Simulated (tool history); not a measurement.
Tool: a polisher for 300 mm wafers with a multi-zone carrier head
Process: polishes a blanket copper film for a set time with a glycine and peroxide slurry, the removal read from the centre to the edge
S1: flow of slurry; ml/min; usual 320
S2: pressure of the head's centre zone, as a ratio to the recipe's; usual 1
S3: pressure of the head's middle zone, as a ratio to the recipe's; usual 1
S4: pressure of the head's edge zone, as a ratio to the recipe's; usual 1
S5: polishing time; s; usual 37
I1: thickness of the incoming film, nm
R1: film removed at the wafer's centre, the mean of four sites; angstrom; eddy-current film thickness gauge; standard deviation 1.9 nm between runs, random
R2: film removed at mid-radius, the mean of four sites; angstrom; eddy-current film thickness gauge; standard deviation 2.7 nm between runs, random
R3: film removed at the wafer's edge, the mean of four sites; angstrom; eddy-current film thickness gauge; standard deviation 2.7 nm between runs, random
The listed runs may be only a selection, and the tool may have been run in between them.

run     day   S1    S2    S3    S4  S5      I1    R1    R2    R3
  1       0  320     1     1     1  37    1525  2489  2235  2246
  2   1.171  320     1     1     1  37  1529.4  2498  2242  2235
  3   3.312  320     1     1     1  29  1527.2  1912  1732  1732
  4   4.475  320     1     1  1.06  37  1539.3  2492  2218  2255
      6.346  -- worn pad replaced by a new one
  5   7.446  360  0.92     1     1  37  1517.3  2315  2233  2266
  6     9.2  360  0.92     1     1  37  1519.9  2340  2274  2298
  7  10.862  320     1     1     1  37  1502.1  2530  2205  2307
     11.933  -- centre zone pressure recalibrated
  8   12.85  320     1     1     1  37  1507.6  2285  2240  2245
     13.288  -- slurry nozzle cleaned
     13.883  -- worn pad replaced by a new one
  9  15.162  320     1     1     1  34    1534  2115  2064  2075
 10  16.638  425     1     1     1  37  1513.1  2351  2308  2292
     18.554  -- edge zone pressure recalibrated
 11  19.004  320     1  1.04     1  37  1552.2  2360  2266  2277
     20.933  -- carrier head's membrane replaced by a new one
 12  21.425  320     1     1     1  37    1518  2414  2183  2195
     22.017  -- worn pad replaced by a new one
 13  23.779  220     1     1     1  26  1523.6  1586  1504  1502
 14  26.546  320  0.91  0.97     1  28  1512.7  1699  1637  1696
 15  28.158  320     1     1     1  27  1527.5  1762  1657  1658
     29.133  -- worn pad replaced by a new one
 16  30.433  320     1     1     1  37  1552.2  2466  2241  2250

Run 17 is up next; what results do you expect?
 17  32.938  320   1   1   1  37  1527   ?   ?   ?

R1: 2445 angstrom
R2: 2229 angstrom
R3: 2250 angstrom
If the tool had no hidden condition, the same run with the same run-to-run variation would have returned R1 2212 angstrom, R2 2230 angstrom, R3 2250 angstrom.
